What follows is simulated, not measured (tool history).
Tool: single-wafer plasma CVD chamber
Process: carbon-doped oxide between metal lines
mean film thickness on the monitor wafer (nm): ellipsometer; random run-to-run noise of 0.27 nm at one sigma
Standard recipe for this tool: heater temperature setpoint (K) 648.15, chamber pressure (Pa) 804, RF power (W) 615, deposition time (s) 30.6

| run | hour | heater temperature setpoint (K) | chamber pressure (Pa) | RF power (W) | deposition time (s) | read-back reference wafer on the same gauge, thickness_nm | mean film thickness on the monitor wafer (nm) |
|---|---|---|---|---|---|---|---|
| 1 | 0 | 648.15 | 804 | 615 | 26.9 | 155.989 | 154.906 |
| 2 | 9.6 | 648.15 | 804 | 615 | 30.6 | 156.001 | 176.27 |
| 3 | 15.8 | 648.15 | 804 | 615 | 30.6 | 156.006 | 175.819 |
| 4 | 61.9 | 648.15 | 804 | 615 | 30.6 | 156 | 175.776 |
| 5 | 75 | 648.15 | 804 | 615 | 26.2 | 155.967 | 151.104 |
| 6 | 84.3 | 648.15 | 804 | 615 | 26.1 | 156.009 | 150.245 |
| 7 | 94.6 | 648.15 | 804 | 615 | 30.6 | 156.023 | 175.673 |
| 8 | 112.2 | 648.15 | 804 | 615 | 30.6 | 155.969 | 175.466 |
| 9 | 121.8 | 648.15 | 912 | 615 | 30.6 | 155.984 | 177.793 |
|  | 133.9 | showerhead replaced |
| 10 | 134.7 | 648.15 | 912 | 615 | 30.6 | 155.983 | 178.389 |
|  | 138.3 | gauge calibrated |
| 11 | 150 | 648.15 | 804 | 615 | 30.6 | 156.021 | 175.691 |
| 12 | 166 | 648.15 | 804 | 615 | 30.6 | 156.002 | 175.618 |
| 13 | 175.8 | 648.15 | 804 | 615 | 30.6 | 156.001 | 175.752 |
|  | 189.6 | thermocouple changed; heater temperature recalibrated |
| 14 | 190.1 | 648.15 | 804 | 615 | 30.6 | 156.018 | 175.397 |
|  | 211.5 | RF generator calibrated |
| 15 | 212 | 643.15 | 860 | 530 | 29.1 | 155.998 | 149.301 |
| 16 | 216.9 | 653.15 | 804 | 700 | 28.5 | 156.054 | 169.912 |
| 17 | 223 | 656.15 | 804 | 615 | 28.3 | 155.987 | 154.25 |
| 18 | 240.1 | 648.15 | 804 | 495 | 28.3 | 156.018 | 135.198 |
|  | 249.4 | capacitance manometer re-zeroed and calibrated |
| 19 | 257.6 | 648.15 | 880 | 735 | 30.6 | 156.012 | 191.822 |
| 20 | 267 | 648.15 | 804 | 615 | 30.6 | 155.998 | 169.824 |
| 21 | 276.3 | 648.15 | 804 | 615 | 30.6 | 156.01 | 169.478 |
|  | 289.2 | RF generator calibrated, repeated, since the last time left the tool worse |
| 22 | 294.3 | 652.15 | 657 | 615 | 25.7 | 155.984 | 145.237 |
| 23 | 308 | 648.15 | 804 | 565 | 30.6 | 155.985 | 171.403 |
| 24 | 318.7 | 648.15 | 621 | 645 | 30.6 | 155.961 | 177.372 |

Branching from run 24: 4 alternative next runs. What would each branch give?
| A | 319.1 | 648.15 | 804 | 615 | 30.6 | ? | ? |
| B | 319.1 | 653.15 | 804 | 615 | 27.1 | ? | ? |
| C | 319.1 | 648.15 | 735 | 615 | 30.6 | ? | ? |
| D | 319.1 | 648.15 | 947 | 505 | 30.6 | ? | ? |

| run | read-back reference wafer on the same gauge, thickness_nm | mean film thickness on the monitor wafer (nm) |
|---|---|---|
| A | 155.984 | 181.029 |
| B | 155.984 | 158.878 |
| C | 155.984 | 178.371 |
| D | 155.984 | 161.969 |
Without the tool's unlogged condition, the same runs would have read:
| run | mean film thickness on the monitor wafer (nm) |
|---|---|
| A | 182.037 |
| B | 159.763 |
| C | 179.364 |
| D | 162.914 |
